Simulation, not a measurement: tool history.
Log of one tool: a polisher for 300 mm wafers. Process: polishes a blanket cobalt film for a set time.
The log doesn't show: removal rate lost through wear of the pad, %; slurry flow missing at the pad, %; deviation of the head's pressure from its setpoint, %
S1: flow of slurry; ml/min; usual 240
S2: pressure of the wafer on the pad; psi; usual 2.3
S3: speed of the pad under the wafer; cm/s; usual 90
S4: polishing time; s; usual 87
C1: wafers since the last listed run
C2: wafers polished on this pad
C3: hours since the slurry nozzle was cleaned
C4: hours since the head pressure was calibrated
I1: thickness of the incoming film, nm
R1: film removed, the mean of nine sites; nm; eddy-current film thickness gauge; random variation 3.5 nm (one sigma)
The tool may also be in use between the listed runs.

run,hour,S1,S2,S3,S4,C1,C2,C3,C4,I1,R1
1,0.0,240,2.3,90,87,0,1238,548.1,1200.5,1253.3,507.1
2,7.2,240,2.3,90,87,90,1328,555.3,1207.7,1265.4,503.2
# hour 18.5: worn pad replaced by a new one
3,19.0,240,2.3,90,87,97,5,567.1,1219.5,1254.4,532.5
4,33.7,240,2.3,90,87,184,189,581.8,1234.2,1261.7,528.6
5,40.4,240,2.3,90,87,83,273,588.5,1240.9,1273.6,518.7
6,57.8,240,2.3,90,87,217,491,605.9,1258.3,1250.7,522.8
7,64.6,240,2.3,90,87,85,576,612.7,1265.1,1251.7,518.0
8,77.8,240,2.3,90,87,165,742,625.9,1278.3,1268.1,521.2
9,88.3,240,2.3,82,87,131,873,636.4,1288.8,1243.9,466.8
10,102.2,240,2.3,82,87,174,1047,650.3,1302.7,1266.2,462.0
11,117.7,240,2.3,90,87,194,1241,665.8,1318.2,1264.1,508.6
12,128.3,240,2.3,90,87,132,1374,676.4,1328.8,1248.3,502.1
13,136.1,240,2.3,90,87,97,1472,684.2,1336.6,1252.1,503.9
# hour 145.7: worn pad replaced by a new one
14,154.0,270,2.3,116,59,174,103,702.1,1354.5,1243.6,467.1
15,170.3,305,2.0,90,87,204,307,718.4,1370.8,1265.2,498.9
# hour 175.4: head pressure recalibrated
16,186.2,240,2.3,90,87,174,481,734.3,10.8,1267.0,521.7
17,193.5,275,1.7,90,87,91,572,741.6,18.1,1261.2,447.9
18,199.6,220,2.3,90,115,76,649,747.7,24.2,1274.5,673.8
# hour 209.3: slurry nozzle cleaned
19,209.8,220,2.3,90,115,115,764,0.5,34.4,1252.6,671.2
20,223.2,210,2.3,90,79,167,932,13.9,47.8,1268.8,461.0
21,236.5,165,1.7,108,87,166,1098,27.2,61.1,1259.0,489.8
22,247.7,240,2.3,120,87,140,1239,38.4,72.3,1242.8,670.7
# hour 265.1: worn pad replaced by a new one
23,265.6,240,3.0,110,87,174,6,56.3,90.2,1254.3,762.7
24,270.1,240,2.3,90,87,56,62,60.8,94.7,1245.2,526.9

Run 25 comes next. What will it give?
25,279.8,240,2.3,90,87,121,184,70.5,104.4,1265.1,?

{"run 25": {"R1": 531.6}}
Without the tool's hidden state the same run would have given R1 540.4 nm.

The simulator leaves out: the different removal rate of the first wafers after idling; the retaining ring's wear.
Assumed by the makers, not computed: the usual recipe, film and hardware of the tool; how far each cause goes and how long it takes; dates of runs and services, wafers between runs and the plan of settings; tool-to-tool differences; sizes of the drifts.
